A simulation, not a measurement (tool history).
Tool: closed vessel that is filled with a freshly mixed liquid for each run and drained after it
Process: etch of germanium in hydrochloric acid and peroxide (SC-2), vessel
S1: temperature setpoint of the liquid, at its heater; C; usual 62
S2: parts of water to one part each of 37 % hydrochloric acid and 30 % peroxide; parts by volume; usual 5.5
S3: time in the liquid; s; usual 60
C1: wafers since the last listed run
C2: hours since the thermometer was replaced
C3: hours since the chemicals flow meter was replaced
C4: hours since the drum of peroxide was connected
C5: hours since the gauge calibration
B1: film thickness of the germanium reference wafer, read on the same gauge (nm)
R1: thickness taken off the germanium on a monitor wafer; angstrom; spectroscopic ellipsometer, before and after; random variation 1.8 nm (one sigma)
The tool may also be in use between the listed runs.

Run 1, day 0: usual settings; C1 0; C2 490; C3 73.8; C4 1105.6; C5 443.9; B1 70.01. Result: R1 2571 angstrom.
At day 0.492: new drum of peroxide connected.
Run 2, day 3.175: usual settings; C1 5992; C2 566.2; C3 150; C4 64.4; C5 520.1; B1 70.03. Result: R1 2630.3 angstrom.
Run 3, day 4.996: usual settings but S3 40 s; C1 3482; C2 609.9; C3 193.7; C4 108.1; C5 563.8; B1 70. Result: R1 1726.4 angstrom.
Run 4, day 7.071: usual settings but S3 40 s; C1 3968; C2 659.7; C3 243.5; C4 157.9; C5 613.6; B1 70.01. Result: R1 1718.9 angstrom.
Run 5, day 9.342: usual settings but S3 40 s; C1 4342; C2 714.2; C3 298; C4 212.4; C5 668.1; B1 70. Result: R1 1726 angstrom.
Run 6, day 12.042: usual settings but S1 68 C, S2 4.5 parts by volume; C1 5163; C2 779; C3 362.8; C4 277.2; C5 732.9; B1 69.99. Result: R1 3122.4 angstrom.
Run 7, day 14.562: usual settings but S1 68 C, S2 4.5 parts by volume; C1 4821; C2 839.5; C3 423.3; C4 337.7; C5 793.4; B1 70. Result: R1 3128.3 angstrom.
Run 8, day 16.538: usual settings; C1 3777; C2 886.9; C3 470.7; C4 385.1; C5 840.8; B1 70.01. Result: R1 2631.8 angstrom.
Run 9, day 21.004: usual settings; C1 8542; C2 994.1; C3 577.9; C4 492.3; C5 948; B1 69.98. Result: R1 2633.4 angstrom.
Run 10, day 24.279: usual settings; C1 6263; C2 1072.7; C3 656.5; C4 570.9; C5 1026.6; B1 70. Result: R1 2626.5 angstrom.
Run 11, day 27.562: usual settings; C1 6279; C2 1151.5; C3 735.3; C4 649.7; C5 1105.4; B1 70. Result: R1 2617.3 angstrom.
Run 12, day 35.667: usual settings; C1 15498; C2 1346; C3 929.8; C4 844.2; C5 1299.9; B1 70.02. Result: R1 2644.7 angstrom.
Run 13, day 38.008: usual settings; C1 4478; C2 1402.2; C3 986; C4 900.4; C5 1356.1; B1 70. Result: R1 2632.6 angstrom.
Run 14, day 40.408: usual settings but S2 4.5 parts by volume; C1 4589; C2 1459.8; C3 1043.6; C4 958; C5 1413.7; B1 70.02. Result: R1 2681.3 angstrom.
Run 15, day 41.95: usual settings but S1 68 C, S3 85 s; C1 2948; C2 1496.8; C3 1080.6; C4 995; C5 1450.7; B1 70.01. Result: R1 4512.1 angstrom.
Run 16, day 45.688: usual settings; C1 7147; C2 1586.5; C3 1170.3; C4 1084.7; C5 1540.4; B1 70. Result: R1 2649 angstrom.
At day 45.754: new drum of peroxide connected.
Run 17, day 48.312: usual settings but S2 8 parts by volume, S3 40 s; C1 4940; C2 1649.5; C3 1233.3; C4 61.4; C5 1603.4; B1 70. Result: R1 1736.9 angstrom.
Run 18, day 51.421: usual settings but S3 70 s; C1 5944; C2 1724.1; C3 1307.9; C4 136; C5 1678; B1 69.99. Result: R1 3116.1 angstrom.
Run 19, day 54.45: usual settings but S2 4.5 parts by volume; C1 5793; C2 1796.8; C3 1380.6; C4 208.7; C5 1750.7; B1 70.01. Result: R1 2681.4 angstrom.
Run 20, day 58.204: usual settings; C1 7179; C2 1886.9; C3 1470.7; C4 298.8; C5 1840.8; B1 69.99. Result: R1 2693.4 angstrom.
At day 59.408: gauge calibrated.
At day 59.442: thermometer replaced.
Run 21, day 61.658: usual settings but S1 70.5 C, S2 4 parts by volume, S3 95 s; C1 6526; C2 53.2; C3 1553.6; C4 381.7; C5 54; B1 70. Result: R1 5197.5 angstrom.
Run 22, day 65.133: usual settings; C1 6645; C2 136.6; C3 1637; C4 465.1; C5 137.4; B1 70.01. Result: R1 2534.8 angstrom.
At day 66.058: chemicals flow meter replaced.
Run 23, day 66.738: usual settings; C1 2988; C2 175.1; C3 16.3; C4 503.6; C5 175.9; B1 70. Result: R1 2580.8 angstrom.
Run 24, day 70.375: usual settings but S1 68.5 C, S2 4 parts by volume, S3 75 s; C1 6956; C2 262.4; C3 103.6; C4 590.9; C5 263.2; B1 70.02. Result: R1 3935 angstrom.
Run 25, day 72.688: usual settings but S2 4.5 parts by volume, S3 40 s; C1 4422; C2 317.9; C3 159.1; C4 646.4; C5 318.7; B1 70. Result: R1 1720.1 angstrom.
Run 26, day 77.029: usual settings but S3 90 s; C1 8303; C2 422.1; C3 263.3; C4 750.6; C5 422.9; B1 70.02. Result: R1 3875.2 angstrom.
Run 27, day 81.096: usual settings; C1 7777; C2 519.7; C3 360.9; C4 848.2; C5 520.5; B1 70.01. Result: R1 2593.3 angstrom.
Run 28, day 84.238: usual settings but S1 56 C; C1 6008; C2 595.1; C3 436.3; C4 923.6; C5 595.9; B1 70.01. Result: R1 2148.3 angstrom.
At day 85.304: new drum of peroxide connected.
Run 29, day 88.371: usual settings but S3 95 s; C1 7825; C2 694.3; C3 535.5; C4 73.6; C5 695.1; B1 70.01. Result: R1 4088.3 angstrom.
Run 30, day 92.308: usual settings but S1 53.5 C, S2 4 parts by volume, S3 75 s; C1 7530; C2 788.8; C3 630; C4 168.1; C5 789.6; B1 69.99. Result: R1 2506.5 angstrom.
Run 31, day 94.746: usual settings but S2 4 parts by volume, S3 40 s; C1 4661; C2 847.3; C3 688.5; C4 226.6; C5 848.1; B1 70. Result: R1 1750.2 angstrom.

What the log doesn't show, run by run:
chemicals flow above the setpoint (%): 0 in every run
peroxide weaker than its label (%): 0 in every run
gauge reads high (%): 0 in every run
H1: liquid hotter than its thermometer reads (K)
run     H1
  1  0.488
  2  0.561
  3  0.603
  4  0.651
  5  0.703
  6  0.766
  7  0.824
  8  0.869
  9  0.972
 10   1.05
 11   1.12
 12   1.31
 13   1.36
 14   1.42
 15   1.45
 16   1.54
 17    1.6
 18   1.67
 19   1.74
 20   1.83
 21  0.184
 22  0.264
 23  0.301
 24  0.385
 25  0.438
 26  0.538
 27  0.632
 28  0.704
 29    0.8
 30   0.89
 31  0.947

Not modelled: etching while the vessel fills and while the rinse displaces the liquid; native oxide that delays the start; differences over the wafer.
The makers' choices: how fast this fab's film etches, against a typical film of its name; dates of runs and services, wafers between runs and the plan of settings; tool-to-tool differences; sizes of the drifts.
